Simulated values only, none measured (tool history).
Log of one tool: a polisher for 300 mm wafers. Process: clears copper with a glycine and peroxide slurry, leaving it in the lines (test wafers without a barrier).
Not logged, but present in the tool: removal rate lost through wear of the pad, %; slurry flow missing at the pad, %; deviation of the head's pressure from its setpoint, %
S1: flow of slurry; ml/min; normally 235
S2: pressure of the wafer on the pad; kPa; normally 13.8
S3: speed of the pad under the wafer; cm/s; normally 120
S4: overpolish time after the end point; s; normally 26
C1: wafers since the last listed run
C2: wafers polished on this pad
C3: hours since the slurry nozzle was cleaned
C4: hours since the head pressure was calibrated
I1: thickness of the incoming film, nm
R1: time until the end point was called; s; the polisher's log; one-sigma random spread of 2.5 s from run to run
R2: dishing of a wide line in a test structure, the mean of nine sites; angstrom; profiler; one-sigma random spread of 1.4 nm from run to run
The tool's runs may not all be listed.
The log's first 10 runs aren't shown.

| run | day | S1 | S2 | S3 | S4 | C1 | C2 | C3 | C4 | I1 | R1 | R2 |
|---|---|---|---|---|---|---|---|---|---|---|---|---|
| 11 | 10.158 | 235 | 13.8 | 120 | 26 | 230 | 722 | 735.6 | 437.8 | 744.9 | 152.2 | 609 |
| 12 | 11.042 | 235 | 13.8 | 120 | 26 | 135 | 857 | 756.8 | 459 | 748.1 | 155.8 | 586 |
| 13 | 12.004 | 235 | 13.8 | 120 | 26 | 147 | 1005 | 779.9 | 482.1 | 751.8 | 158.3 | 559 |
| 14 | 13.283 | 235 | 13.8 | 120 | 26 | 196 | 1201 | 810.6 | 512.8 | 757.5 | 165.4 | 575 |
|  | 14.312 | worn pad replaced by a new one |
| 15 | 14.429 | 235 | 13.8 | 120 | 26 | 150 | 17 | 838.1 | 540.3 | 753.5 | 149 | 590 |
| 16 | 15.867 | 200 | 12.4 | 120 | 26 | 220 | 238 | 872.6 | 574.8 | 759.5 | 163.8 | 563 |
| 17 | 16.762 | 200 | 12.4 | 120 | 26 | 137 | 375 | 894.1 | 596.3 | 744.8 | 163.1 | 587 |
| 18 | 18.092 | 305 | 13.8 | 108 | 26 | 203 | 579 | 926 | 628.2 | 761.4 | 156.9 | 602 |
| 19 | 18.842 | 235 | 13.8 | 108 | 26 | 115 | 694 | 944 | 646.2 | 760.1 | 158.7 | 566 |
| 20 | 19.354 | 235 | 12.4 | 120 | 22 | 78 | 773 | 956.3 | 658.5 | 738.2 | 159.6 | 497 |
|  | 19.829 | slurry nozzle cleaned |
| 21 | 20.512 | 290 | 17.9 | 136 | 26 | 171 | 944 | 16.4 | 686.3 | 758.2 | 121.3 | 696 |
| 22 | 21.862 | 160 | 9.7 | 94 | 13 | 207 | 1152 | 48.8 | 718.7 | 746.8 | 238.7 | 247 |
|  | 22.521 | worn pad replaced by a new one |
| 23 | 22.571 | 235 | 12.4 | 120 | 21 | 83 | 7 | 65.8 | 735.7 | 743.4 | 156.5 | 465 |
| 24 | 23.888 | 235 | 13.8 | 120 | 26 | 202 | 209 | 97.4 | 767.3 | 754.6 | 151.5 | 605 |
|  | 24.467 | head pressure recalibrated |
| 25 | 25.329 | 235 | 15.9 | 156 | 35 | 208 | 418 | 132 | 20.7 | 737.7 | 113.4 | 800 |
| 26 | 26.804 | 190 | 16.5 | 138 | 26 | 226 | 644 | 167.4 | 56.1 | 733 | 120.2 | 687 |
| 27 | 27.825 | 235 | 13.8 | 120 | 26 | 156 | 801 | 191.9 | 80.6 | 756.2 | 156.5 | 579 |
| 28 | 28.438 | 160 | 13.8 | 120 | 26 | 93 | 895 | 206.6 | 95.3 | 756 | 166.5 | 598 |
| 29 | 29.271 | 310 | 13.8 | 120 | 26 | 127 | 1022 | 226.6 | 115.3 | 750.3 | 158.4 | 578 |
| 30 | 30.288 | 235 | 13.8 | 142 | 26 | 155 | 1178 | 251 | 139.7 | 747.2 | 150.5 | 609 |
|  | 31.212 | worn pad replaced by a new one |
| 31 | 31.712 | 305 | 13.8 | 120 | 26 | 193 | 77 | 285.2 | 173.9 | 762 | 148.2 | 592 |
| 32 | 32.533 | 235 | 12.4 | 120 | 33 | 125 | 202 | 304.9 | 193.6 | 755.2 | 165.8 | 629 |
| 33 | 33.633 | 235 | 13.8 | 154 | 42 | 168 | 371 | 331.3 | 220 | 747.1 | 130.6 | 789 |
| 34 | 34.533 | 235 | 15.2 | 82 | 20 | 138 | 509 | 352.9 | 241.6 | 742.7 | 171.4 | 472 |

Alternative continuations, all from the tool just after run 34; predict every row:
| A | 34.554 | 235 | 13.8 | 120 | 26 | 3 | 512 | 353.4 | 242.1 | 749.1 | ? | ? |
| B | 34.554 | 175 | 11.7 | 120 | 37 | 3 | 512 | 353.4 | 242.1 | 749.1 | ? | ? |
| C | 34.554 | 280 | 13.8 | 120 | 34 | 3 | 512 | 353.4 | 242.1 | 749.1 | ? | ? |
| D | 34.554 | 235 | 9.7 | 150 | 36 | 3 | 512 | 353.4 | 242.1 | 749.1 | ? | ? |
| E | 34.554 | 235 | 11 | 152 | 26 | 3 | 512 | 353.4 | 242.1 | 749.1 | ? | ? |

| run | R1 | R2 |
|---|---|---|
| A | 148.6 | 591 |
| B | 171.4 | 660 |
| C | 146.9 | 692 |
| D | 171.6 | 634 |
| E | 154.3 | 565 |
What these runs would have given with no unlogged condition in the tool:
| run | R1 | R2 |
|---|---|---|
| A | 142.1 | 608 |
| B | 163.9 | 676 |
| C | 140.5 | 707 |
| D | 164.1 | 648 |
| E | 147.6 | 580 |
